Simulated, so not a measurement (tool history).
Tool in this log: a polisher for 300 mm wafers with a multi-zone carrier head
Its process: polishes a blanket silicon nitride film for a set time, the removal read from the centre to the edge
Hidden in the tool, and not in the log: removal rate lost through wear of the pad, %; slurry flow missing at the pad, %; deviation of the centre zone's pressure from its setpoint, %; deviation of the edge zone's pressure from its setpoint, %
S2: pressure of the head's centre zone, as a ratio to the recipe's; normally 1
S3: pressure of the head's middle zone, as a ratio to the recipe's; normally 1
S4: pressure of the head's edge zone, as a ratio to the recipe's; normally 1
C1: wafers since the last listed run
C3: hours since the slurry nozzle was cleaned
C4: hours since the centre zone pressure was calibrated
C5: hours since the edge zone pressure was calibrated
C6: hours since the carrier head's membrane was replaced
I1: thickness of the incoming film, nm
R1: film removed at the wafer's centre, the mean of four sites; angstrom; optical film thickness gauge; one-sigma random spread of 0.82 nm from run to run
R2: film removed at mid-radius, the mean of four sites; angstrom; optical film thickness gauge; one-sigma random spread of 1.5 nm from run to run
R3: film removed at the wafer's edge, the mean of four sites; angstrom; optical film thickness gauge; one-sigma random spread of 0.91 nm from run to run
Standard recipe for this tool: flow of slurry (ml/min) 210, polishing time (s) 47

run 1 day=0 | flow_of_slurry_(ml/min)=210 S2=1 S3=1 S4=1 polishing_time_(s)=47 | C1=0 wafers_polished_on_this_pad=3346 C3=220.3 C4=106.6 C5=118.9 C6=369.4 | I1=780.5 | R1=1283 R2=1332 R3=1254
-- day=2.333 worn pad replaced by a new one
run 2 day=2.633 | flow_of_slurry_(ml/min)=260 S2=0.91 S3=1.11 S4=1 polishing_time_(s)=47 | C1=628 wafers_polished_on_this_pad=76 C3=283.5 C4=169.8 C5=182.1 C6=432.6 | I1=781.6 | R1=1249 R2=1557 R3=1347
run 3 day=4.254 | flow_of_slurry_(ml/min)=210 S2=1 S3=1 S4=0.92 polishing_time_(s)=56 | C1=412 wafers_polished_on_this_pad=488 C3=322.4 C4=208.7 C5=221 C6=471.5 | I1=759.1 | R1=1594 R2=1634 R3=1487
-- day=5.954 slurry nozzle cleaned
run 4 day=7.083 | flow_of_slurry_(ml/min)=210 S2=1 S3=1 S4=1 polishing_time_(s)=55 | C1=710 wafers_polished_on_this_pad=1198 C3=27.1 C4=276.6 C5=288.9 C6=539.4 | I1=779.7 | R1=1530 R2=1598 R3=1503
run 5 day=9.092 | flow_of_slurry_(ml/min)=210 S2=1 S3=1 S4=1 polishing_time_(s)=47 | C1=511 wafers_polished_on_this_pad=1710 C3=75.3 C4=324.8 C5=337.1 C6=587.6 | I1=774.8 | R1=1296 R2=1381 R3=1289
run 6 day=10.217 | flow_of_slurry_(ml/min)=210 S2=1 S3=1 S4=0.96 polishing_time_(s)=37 | C1=286 wafers_polished_on_this_pad=1997 C3=102.3 C4=351.8 C5=364.1 C6=614.6 | I1=755.7 | R1=1011 R2=1081 R3=1000
run 7 day=12.542 | flow_of_slurry_(ml/min)=210 S2=0.89 S3=1 S4=1.04 polishing_time_(s)=47 | C1=592 wafers_polished_on_this_pad=2589 C3=158.1 C4=407.6 C5=419.9 C6=670.4 | I1=757.5 | R1=1174 R2=1363 R3=1312
run 8 day=14.479 | flow_of_slurry_(ml/min)=210 S2=1 S3=1 S4=1 polishing_time_(s)=47 | C1=493 wafers_polished_on_this_pad=3082 C3=204.6 C4=454.1 C5=466.4 C6=716.9 | I1=770.1 | R1=1254 R2=1351 R3=1284
run 9 day=16.192 | flow_of_slurry_(ml/min)=155 S2=0.92 S3=1 S4=1.06 polishing_time_(s)=41 | C1=436 wafers_polished_on_this_pad=3519 C3=245.7 C4=495.2 C5=507.5 C6=758 | I1=752.6 | R1=971 R2=1124 R3=1103
run 10 day=17.617 | flow_of_slurry_(ml/min)=210 S2=1.07 S3=1.1 S4=1 polishing_time_(s)=47 | C1=362 wafers_polished_on_this_pad=3882 C3=279.9 C4=529.4 C5=541.7 C6=792.2 | I1=769.7 | R1=1320 R2=1429 R3=1259
run 11 day=20.296 | flow_of_slurry_(ml/min)=210 S2=1 S3=1 S4=1 polishing_time_(s)=47 | C1=682 wafers_polished_on_this_pad=4564 C3=344.2 C4=593.7 C5=606 C6=856.5 | I1=766.3 | R1=1225 R2=1319 R3=1260
-- day=20.467 centre zone pressure recalibrated
-- day=21.771 worn pad replaced by a new one
-- day=21.812 slurry nozzle cleaned
run 12 day=21.833 | flow_of_slurry_(ml/min)=170 S2=1 S3=1.11 S4=0.96 polishing_time_(s)=47 | C1=317 wafers_polished_on_this_pad=5 C3=0.5 C4=32.8 C5=642.9 C6=893.4 | I1=777 | R1=1317 R2=1492 R3=1259
run 13 day=23.462 | flow_of_slurry_(ml/min)=210 S2=0.95 S3=1 S4=1 polishing_time_(s)=47 | C1=414 wafers_polished_on_this_pad=420 C3=39.6 C4=71.9 C5=682 C6=932.5 | I1=766.9 | R1=1278 R2=1360 R3=1310
-- day=25.817 carrier head's membrane replaced by a new one
run 14 day=26.367 | flow_of_slurry_(ml/min)=210 S2=1 S3=0.95 S4=1.04 polishing_time_(s)=47 | C1=686 wafers_polished_on_this_pad=1107 C3=109.3 C4=141.6 C5=751.7 C6=13.2 | I1=770.3 | R1=1337 R2=1326 R3=1306
-- day=27.95 edge zone pressure recalibrated
run 15 day=28.6 | flow_of_slurry_(ml/min)=170 S2=1 S3=0.95 S4=0.96 polishing_time_(s)=57 | C1=547 wafers_polished_on_this_pad=1654 C3=162.9 C4=195.2 C5=15.6 C6=66.8 | I1=779.9 | R1=1544 R2=1563 R3=1504
run 16 day=33.467 | flow_of_slurry_(ml/min)=210 S2=1 S3=1 S4=1 polishing_time_(s)=47 | C1=1239 wafers_polished_on_this_pad=2894 C3=279.7 C4=312 C5=132.4 C6=183.6 | I1=770 | R1=1294 R2=1310 R3=1252
run 17 day=35.379 | flow_of_slurry_(ml/min)=210 S2=1 S3=1 S4=1.05 polishing_time_(s)=47 | C1=487 wafers_polished_on_this_pad=3381 C3=325.6 C4=357.9 C5=178.3 C6=229.5 | I1=781.5 | R1=1299 R2=1368 R3=1285
run 18 day=37.167 | flow_of_slurry_(ml/min)=160 S2=0.93 S3=0.92 S4=1 polishing_time_(s)=37 | C1=455 wafers_polished_on_this_pad=3836 C3=368.5 C4=400.8 C5=221.2 C6=272.4 | I1=759.1 | R1=911 R2=941 R3=968
-- day=37.608 worn pad replaced by a new one
run 19 day=39.588 | flow_of_slurry_(ml/min)=210 S2=1.08 S3=0.96 S4=1 polishing_time_(s)=60 | C1=574 wafers_polished_on_this_pad=504 C3=426.6 C4=458.9 C5=279.3 C6=330.5 | I1=764.2 | R1=1773 R2=1661 R3=1691
-- day=40.512 slurry nozzle cleaned
run 20 day=41.579 | flow_of_slurry_(ml/min)=210 S2=1 S3=1 S4=1.12 polishing_time_(s)=47 | C1=496 wafers_polished_on_this_pad=1000 C3=25.6 C4=506.7 C5=327.1 C6=378.3 | I1=757.8 | R1=1303 R2=1376 R3=1388
run 21 day=43.092 | flow_of_slurry_(ml/min)=210 S2=1 S3=1 S4=1 polishing_time_(s)=47 | C1=385 wafers_polished_on_this_pad=1386 C3=61.9 C4=543 C5=363.4 C6=414.6 | I1=767.5 | R1=1286 R2=1361 R3=1290
run 22 day=44.988 | flow_of_slurry_(ml/min)=210 S2=0.9 S3=0.95 S4=1.06 polishing_time_(s)=39 | C1=482 wafers_polished_on_this_pad=1869 C3=107.4 C4=588.5 C5=408.9 C6=460.1 | I1=763.4 | R1=976 R2=1061 R3=1105

Branching from run 22: 4 alternative next runs. What would each branch give?
run A day=45.004 | flow_of_slurry_(ml/min)=255 S2=1 S3=1 S4=1 polishing_time_(s)=47 | C1=4 wafers_polished_on_this_pad=1873 C3=107.8 C4=588.9 C5=409.3 C6=460.5 | I1=777.2 | R1=? R2=? R3=?
run B day=45.004 | flow_of_slurry_(ml/min)=240 S2=0.96 S3=0.94 S4=0.89 polishing_time_(s)=47 | C1=4 wafers_polished_on_this_pad=1873 C3=107.8 C4=588.9 C5=409.3 C6=460.5 | I1=777.2 | R1=? R2=? R3=?
run C day=45.004 | flow_of_slurry_(ml/min)=210 S2=1 S3=1 S4=1.04 polishing_time_(s)=47 | C1=4 wafers_polished_on_this_pad=1873 C3=107.8 C4=588.9 C5=409.3 C6=460.5 | I1=777.2 | R1=? R2=? R3=?
run D day=45.004 | flow_of_slurry_(ml/min)=275 S2=1 S3=1 S4=1 polishing_time_(s)=47 | C1=4 wafers_polished_on_this_pad=1873 C3=107.8 C4=588.9 C5=409.3 C6=460.5 | I1=777.2 | R1=? R2=? R3=?

run=A R1=1301 R2=1386 R3=1305
run=B R1=1251 R2=1308 R3=1231
run=C R1=1271 R2=1357 R3=1310
run=D R1=1312 R2=1396 R3=1313
The same runs, with their run-to-run variation unchanged, on a tool lacking any hidden condition would have given:
run=A R1=1372 R2=1419 R3=1337
run=B R1=1320 R2=1339 R3=1261
run=C R1=1341 R2=1390 R3=1342
run=D R1=1384 R2=1430 R3=1344

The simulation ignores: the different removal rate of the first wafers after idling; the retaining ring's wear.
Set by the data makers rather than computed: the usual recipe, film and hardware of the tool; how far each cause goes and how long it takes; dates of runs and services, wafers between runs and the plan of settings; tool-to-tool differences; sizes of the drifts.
